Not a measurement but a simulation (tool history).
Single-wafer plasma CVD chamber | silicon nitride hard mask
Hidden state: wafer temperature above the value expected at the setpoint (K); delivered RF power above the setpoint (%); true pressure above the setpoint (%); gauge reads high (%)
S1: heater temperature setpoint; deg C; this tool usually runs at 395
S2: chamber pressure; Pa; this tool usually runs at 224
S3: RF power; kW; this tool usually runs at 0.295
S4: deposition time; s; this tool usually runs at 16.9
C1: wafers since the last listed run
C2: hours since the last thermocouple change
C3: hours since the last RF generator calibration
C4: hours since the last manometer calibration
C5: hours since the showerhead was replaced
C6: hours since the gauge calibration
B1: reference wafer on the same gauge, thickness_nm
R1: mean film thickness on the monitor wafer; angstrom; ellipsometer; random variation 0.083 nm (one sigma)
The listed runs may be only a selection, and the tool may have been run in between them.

Run 1, day 0: usual settings; C1 0; C2 1444.8; C3 568.9; C4 1983.7; C5 6965.8; C6 170.6; B1 17.388. Result: R1 179.86 angstrom.
Run 2, day 2.371: usual settings; C1 1041; C2 1501.7; C3 625.8; C4 2040.6; C5 7022.7; C6 227.5; B1 17.387. Result: R1 180.27 angstrom.
Run 3, day 3.608: usual settings but S3 0.275 kW; C1 543; C2 1531.4; C3 655.5; C4 2070.3; C5 7052.4; C6 257.2; B1 17.432. Result: R1 171.97 angstrom.
Run 4, day 5.792: usual settings but S3 0.275 kW; C1 959; C2 1583.8; C3 707.9; C4 2122.7; C5 7104.8; C6 309.6; B1 17.402. Result: R1 172.14 angstrom.
Run 5, day 8.438: usual settings but S3 0.275 kW; C1 1162; C2 1647.3; C3 771.4; C4 2186.2; C5 7168.3; C6 373.1; B1 17.409. Result: R1 172.59 angstrom.
Run 6, day 9.621: usual settings; C1 519; C2 1675.7; C3 799.8; C4 2214.6; C5 7196.7; C6 401.5; B1 17.4. Result: R1 179.98 angstrom.
Run 7, day 10.746: usual settings; C1 494; C2 1702.7; C3 826.8; C4 2241.6; C5 7223.7; C6 428.5; B1 17.42. Result: R1 180.05 angstrom.
At day 13.717: RF generator calibrated.
Run 8, day 13.738: usual settings; C1 1167; C2 1774.5; C3 0.5; C4 2313.4; C5 7295.5; C6 500.3; B1 17.406. Result: R1 179.97 angstrom.
At day 15.075: capacitance manometer re-zeroed and calibrated.
Run 9, day 15.096: usual settings; C1 450; C2 1807.1; C3 33.1; C4 0.5; C5 7328.1; C6 532.9; B1 17.393. Result: R1 180.57 angstrom.
Run 10, day 23.058: usual settings; C1 3497; C2 1998.2; C3 224.2; C4 191.6; C5 7519.2; C6 724; B1 17.403. Result: R1 180.14 angstrom.
Run 11, day 25.142: usual settings but S3 0.315 kW; C1 915; C2 2048.2; C3 274.2; C4 241.6; C5 7569.2; C6 774; B1 17.41. Result: R1 186.77 angstrom.
At day 26.375: gauge calibrated.
Run 12, day 27.517: usual settings but S1 389 deg C, S2 241 Pa, S4 19.3 s; C1 1043; C2 2105.2; C3 331.2; C4 298.6; C5 7626.2; C6 27.4; B1 17.408. Result: R1 213.22 angstrom.
Run 13, day 30.225: usual settings but S2 264 Pa, S4 15.3 s; C1 1189; C2 2170.2; C3 396.2; C4 363.6; C5 7691.2; C6 92.4; B1 17.423. Result: R1 173.51 angstrom.
At day 30.688: showerhead replaced.
Run 14, day 31.25: usual settings but S3 0.24 kW, S4 13.9 s; C1 303; C2 2194.8; C3 420.8; C4 388.2; C5 13.5; C6 117; B1 17.385. Result: R1 127.38 angstrom.
At day 33.162: thermocouple changed; heater temperature recalibrated.
Run 15, day 39.875: usual settings but S2 277 Pa, S3 0.35 kW; C1 3642; C2 161.1; C3 627.8; C4 595.2; C5 220.5; C6 324; B1 17.397. Result: R1 216.79 angstrom.
Run 16, day 42.35: usual settings but S1 407 deg C, S2 249 Pa, S3 0.25 kW, S4 18.2 s; C1 1087; C2 220.5; C3 687.2; C4 654.6; C5 279.9; C6 383.4; B1 17.36. Result: R1 180.3 angstrom.

3 ways to go on from here, each from the tool as it stands after run 16. What would each give?
Run A, day 42.367: usual settings but S2 188 Pa; C1 7; C2 220.9; C3 687.6; C4 655; C5 280.3; C6 383.8; B1 ?. Result: R1 ?.
Run B, day 42.367: usual settings but S1 388 deg C, S2 208 Pa; C1 7; C2 220.9; C3 687.6; C4 655; C5 280.3; C6 383.8; B1 ?. Result: R1 ?.
Run C, day 42.367: usual settings but S1 400 deg C; C1 7; C2 220.9; C3 687.6; C4 655; C5 280.3; C6 383.8; B1 ?. Result: R1 ?.

run     B1      R1
  A  17.42  166.39
  B  17.42  174.92
  C  17.42  179.47
With the hidden condition removed and each run's random variation left untouched, the same runs would have given:
run      R1
  A  166.39
  B  174.92
  C  179.47
